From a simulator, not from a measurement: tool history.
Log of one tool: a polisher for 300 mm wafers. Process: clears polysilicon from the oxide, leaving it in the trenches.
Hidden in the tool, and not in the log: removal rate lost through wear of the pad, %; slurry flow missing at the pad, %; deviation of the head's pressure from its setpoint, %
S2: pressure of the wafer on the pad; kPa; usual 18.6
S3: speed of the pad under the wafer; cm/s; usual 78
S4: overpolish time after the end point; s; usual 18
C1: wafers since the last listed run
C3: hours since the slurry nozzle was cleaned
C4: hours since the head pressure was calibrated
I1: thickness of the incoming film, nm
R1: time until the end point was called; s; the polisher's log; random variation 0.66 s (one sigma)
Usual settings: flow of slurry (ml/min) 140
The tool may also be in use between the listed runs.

{"run": 1, "day": 0.0, "flow of slurry (ml/min)": 140, "S2": 18.6, "S3": 78, "S4": 25, "C1": 0, "wafers polished on this pad": 400, "C3": 70.7, "C4": 839.7, "I1": 716.8, "R1": 61.8}
{"run": 2, "day": 0.667, "flow of slurry (ml/min)": 140, "S2": 18.6, "S3": 78, "S4": 25, "C1": 100, "wafers polished on this pad": 500, "C3": 86.7, "C4": 855.7, "I1": 710.3, "R1": 61.7}
{"run": 3, "day": 1.35, "flow of slurry (ml/min)": 140, "S2": 18.6, "S3": 78, "S4": 25, "C1": 102, "wafers polished on this pad": 603, "C3": 103.1, "C4": 872.1, "I1": 711.8, "R1": 61.6}
{"run": 4, "day": 1.879, "flow of slurry (ml/min)": 170, "S2": 22.1, "S3": 78, "S4": 18, "C1": 79, "wafers polished on this pad": 683, "C3": 115.8, "C4": 884.8, "I1": 709.4, "R1": 49.8}
{"run": 5, "day": 2.15, "flow of slurry (ml/min)": 170, "S2": 22.1, "S3": 78, "S4": 18, "C1": 40, "wafers polished on this pad": 724, "C3": 122.3, "C4": 891.3, "I1": 721.6, "R1": 50.6}
{"run": 6, "day": 2.421, "flow of slurry (ml/min)": 170, "S2": 22.1, "S3": 78, "S4": 18, "C1": 40, "wafers polished on this pad": 764, "C3": 128.8, "C4": 897.8, "I1": 721.5, "R1": 51.7}
{"run": 7, "day": 2.721, "flow of slurry (ml/min)": 140, "S2": 18.6, "S3": 78, "S4": 18, "C1": 45, "wafers polished on this pad": 810, "C3": 136.0, "C4": 905.0, "I1": 716.3, "R1": 63.8}
{"run": 8, "day": 3.054, "flow of slurry (ml/min)": 140, "S2": 18.6, "S3": 78, "S4": 18, "C1": 50, "wafers polished on this pad": 860, "C3": 144.0, "C4": 913.0, "I1": 716.3, "R1": 64.1}
{"run": 9, "day": 3.6, "flow of slurry (ml/min)": 140, "S2": 18.6, "S3": 78, "S4": 18, "C1": 82, "wafers polished on this pad": 942, "C3": 157.1, "C4": 926.1, "I1": 726.2, "R1": 64.0}
{"run": 10, "day": 4.038, "flow of slurry (ml/min)": 140, "S2": 18.6, "S3": 78, "S4": 18, "C1": 65, "wafers polished on this pad": 1008, "C3": 167.6, "C4": 936.6, "I1": 727.1, "R1": 65.1}
{"run": 11, "day": 4.571, "flow of slurry (ml/min)": 140, "S2": 18.6, "S3": 78, "S4": 18, "C1": 80, "wafers polished on this pad": 1088, "C3": 180.4, "C4": 949.4, "I1": 728.2, "R1": 65.1}
{"run": 12, "day": 5.15, "flow of slurry (ml/min)": 140, "S2": 18.6, "S3": 78, "S4": 18, "C1": 87, "wafers polished on this pad": 1176, "C3": 194.3, "C4": 963.3, "I1": 732.4, "R1": 66.6}
{"run": 13, "day": 5.646, "flow of slurry (ml/min)": 155, "S2": 18.6, "S3": 78, "S4": 18, "C1": 74, "wafers polished on this pad": 1250, "C3": 206.2, "C4": 975.2, "I1": 717.7, "R1": 63.6}
{"run": 14, "day": 6.271, "flow of slurry (ml/min)": 140, "S2": 18.6, "S3": 78, "S4": 16, "C1": 94, "wafers polished on this pad": 1345, "C3": 221.2, "C4": 990.2, "I1": 720.7, "R1": 67.9}
{"day": 6.675, "done": "worn pad replaced by a new one"}
{"day": 6.9, "done": "slurry nozzle cleaned"}
{"run": 15, "day": 6.921, "flow of slurry (ml/min)": 90, "S2": 15.9, "S3": 78, "S4": 18, "C1": 66, "wafers polished on this pad": 30, "C3": 0.5, "C4": 1005.8, "I1": 715.7, "R1": 78.5}
{"day": 7.154, "done": "head pressure recalibrated"}
{"run": 16, "day": 7.479, "flow of slurry (ml/min)": 110, "S2": 15.9, "S3": 56, "S4": 12, "C1": 71, "wafers polished on this pad": 102, "C3": 13.9, "C4": 7.8, "I1": 709.3, "R1": 103.5}
{"run": 17, "day": 8.188, "flow of slurry (ml/min)": 140, "S2": 18.6, "S3": 78, "S4": 18, "C1": 106, "wafers polished on this pad": 208, "C3": 30.9, "C4": 24.8, "I1": 735.0, "R1": 62.3}
{"run": 18, "day": 8.667, "flow of slurry (ml/min)": 110, "S2": 24.1, "S3": 86, "S4": 28, "C1": 72, "wafers polished on this pad": 281, "C3": 42.4, "C4": 36.3, "I1": 725.6, "R1": 44.9}
{"run": 19, "day": 9.221, "flow of slurry (ml/min)": 140, "S2": 18.6, "S3": 78, "S4": 18, "C1": 83, "wafers polished on this pad": 364, "C3": 55.7, "C4": 49.6, "I1": 717.9, "R1": 62.3}
{"run": 20, "day": 9.521, "flow of slurry (ml/min)": 160, "S2": 22.8, "S3": 102, "S4": 12, "C1": 45, "wafers polished on this pad": 409, "C3": 62.9, "C4": 56.8, "I1": 720.5, "R1": 37.2}
{"run": 21, "day": 10.071, "flow of slurry (ml/min)": 140, "S2": 18.6, "S3": 96, "S4": 18, "C1": 82, "wafers polished on this pad": 492, "C3": 76.1, "C4": 70.0, "I1": 724.2, "R1": 50.6}
{"run": 22, "day": 10.588, "flow of slurry (ml/min)": 120, "S2": 16.5, "S3": 78, "S4": 18, "C1": 77, "wafers polished on this pad": 570, "C3": 88.5, "C4": 82.4, "I1": 724.2, "R1": 73.5}
{"run": 23, "day": 10.95, "flow of slurry (ml/min)": 140, "S2": 12.4, "S3": 78, "S4": 27, "C1": 54, "wafers polished on this pad": 625, "C3": 97.2, "C4": 91.1, "I1": 720.6, "R1": 93.0}
{"run": 24, "day": 11.658, "flow of slurry (ml/min)": 170, "S2": 18.6, "S3": 78, "S4": 18, "C1": 106, "wafers polished on this pad": 732, "C3": 114.2, "C4": 108.1, "I1": 713.1, "R1": 61.3}
{"run": 25, "day": 12.1, "flow of slurry (ml/min)": 140, "S2": 18.6, "S3": 78, "S4": 18, "C1": 66, "wafers polished on this pad": 798, "C3": 124.8, "C4": 118.7, "I1": 726.2, "R1": 63.9}
{"run": 26, "day": 12.512, "flow of slurry (ml/min)": 140, "S2": 18.6, "S3": 100, "S4": 18, "C1": 62, "wafers polished on this pad": 860, "C3": 134.7, "C4": 128.6, "I1": 707.6, "R1": 49.2}
{"run": 27, "day": 12.825, "flow of slurry (ml/min)": 140, "S2": 18.6, "S3": 78, "S4": 18, "C1": 47, "wafers polished on this pad": 907, "C3": 142.2, "C4": 136.1, "I1": 728.2, "R1": 64.7}
{"run": 28, "day": 13.217, "flow of slurry (ml/min)": 140, "S2": 12.4, "S3": 78, "S4": 26, "C1": 59, "wafers polished on this pad": 966, "C3": 151.6, "C4": 145.5, "I1": 730.1, "R1": 98.4}
{"run": 29, "day": 13.779, "flow of slurry (ml/min)": 105, "S2": 13.1, "S3": 90, "S4": 29, "C1": 84, "wafers polished on this pad": 1051, "C3": 165.1, "C4": 159.0, "I1": 717.5, "R1": 85.3}

4 ways to go on from here, each from the tool as it stands after run 29. What would each give?
{"run": "A", "day": 13.796, "flow of slurry (ml/min)": 140, "S2": 18.6, "S3": 78, "S4": 18, "C1": 2, "wafers polished on this pad": 1054, "C3": 165.5, "C4": 159.4, "I1": 721.2, "R1": "?"}
{"run": "B", "day": 13.796, "flow of slurry (ml/min)": 140, "S2": 18.6, "S3": 78, "S4": 10, "C1": 2, "wafers polished on this pad": 1054, "C3": 165.5, "C4": 159.4, "I1": 721.2, "R1": "?"}
{"run": "C", "day": 13.796, "flow of slurry (ml/min)": 170, "S2": 14.5, "S3": 98, "S4": 11, "C1": 2, "wafers polished on this pad": 1054, "C3": 165.5, "C4": 159.4, "I1": 721.2, "R1": "?"}
{"run": "D", "day": 13.796, "flow of slurry (ml/min)": 140, "S2": 17.2, "S3": 78, "S4": 25, "C1": 2, "wafers polished on this pad": 1054, "C3": 165.5, "C4": 159.4, "I1": 721.2, "R1": "?"}

run=A R1=65.0
run=B R1=65.0
run=C R1=63.8
run=D R1=70.2
Without the tool's hidden state the same runs would have given:
run=A R1=60.6
run=B R1=60.6
run=C R1=60.1
run=D R1=65.4

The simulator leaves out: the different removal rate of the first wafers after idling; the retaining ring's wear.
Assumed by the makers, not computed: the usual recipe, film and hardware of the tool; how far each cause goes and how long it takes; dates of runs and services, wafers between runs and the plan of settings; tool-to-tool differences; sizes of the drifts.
